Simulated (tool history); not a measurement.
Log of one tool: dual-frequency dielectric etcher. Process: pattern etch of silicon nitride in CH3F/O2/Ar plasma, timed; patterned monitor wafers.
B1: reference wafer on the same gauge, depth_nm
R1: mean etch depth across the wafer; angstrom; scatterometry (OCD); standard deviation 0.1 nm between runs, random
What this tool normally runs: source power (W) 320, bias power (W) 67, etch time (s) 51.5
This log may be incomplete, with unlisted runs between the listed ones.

Run 1, hour 0: usual settings; B1 39.6. Result: R1 335.9 angstrom.
Run 2, hour 29.7: usual settings; B1 39.54. Result: R1 334.2 angstrom.
At hour 54.3: gauge calibrated.
Run 3, hour 64.8: usual settings but bias power (W) 77; B1 39.83. Result: R1 362.8 angstrom.
Run 4, hour 98.1: usual settings but bias power (W) 77; B1 39.77. Result: R1 361.4 angstrom.
Run 5, hour 138.7: usual settings but bias power (W) 77; B1 39.65. Result: R1 361.4 angstrom.
At hour 147.5: source power generator calibrated.
Run 6, hour 164: usual settings but source power (W) 280; B1 39.66. Result: R1 322.9 angstrom.
Run 7, hour 199.1: usual settings but source power (W) 280; B1 39.58. Result: R1 321.6 angstrom.
Run 8, hour 232.9: usual settings but source power (W) 340; B1 39.56. Result: R1 337.5 angstrom.
At hour 267.9: upper electrode replaced.
At hour 289.5: wet clean of the chamber.
Run 9, hour 290: usual settings but bias power (W) 74; B1 39.4. Result: R1 352.7 angstrom.
Run 10, hour 290.4: usual settings; B1 39.44. Result: R1 333.4 angstrom.
At hour 294.7: bias power generator calibrated.
Run 11, hour 299.8: usual settings but source power (W) 350; B1 39.4. Result: R1 340.5 angstrom.
At hour 300.6: gauge calibrated.
Run 12, hour 389.5: usual settings but source power (W) 370; B1 39.87. Result: R1 351.9 angstrom.
Run 13, hour 404.4: usual settings but source power (W) 290, bias power (W) 76, etch time (s) 38.5; B1 39.88. Result: R1 261.4 angstrom.
Run 14, hour 424.7: usual settings but bias power (W) 74; B1 39.81. Result: R1 353.1 angstrom.
Run 15, hour 448.4: usual settings but source power (W) 350, bias power (W) 54, etch time (s) 57.5; B1 39.79. Result: R1 340.7 angstrom.
Run 16, hour 466.1: usual settings but etch time (s) 47; B1 39.77. Result: R1 306.2 angstrom.

What was the tool's hidden state at every run in the log?
etch rate over this chamber's usual, %: 0 on each run
source power that arrives over what is set, %: 0 on each run
bias power that arrives over what is set, %: 0 on each run
H1: gauge reads high (%)
run       H1
  1   -0.711
  2    -0.83
  3   -0.233
  4   -0.366
  5   -0.529
  6    -0.63
  7    -0.77
  8   -0.905
  9    -1.13
 10    -1.14
 11    -1.17
 12  -0.0825
 13   -0.142
 14   -0.223
 15   -0.318
 16   -0.389
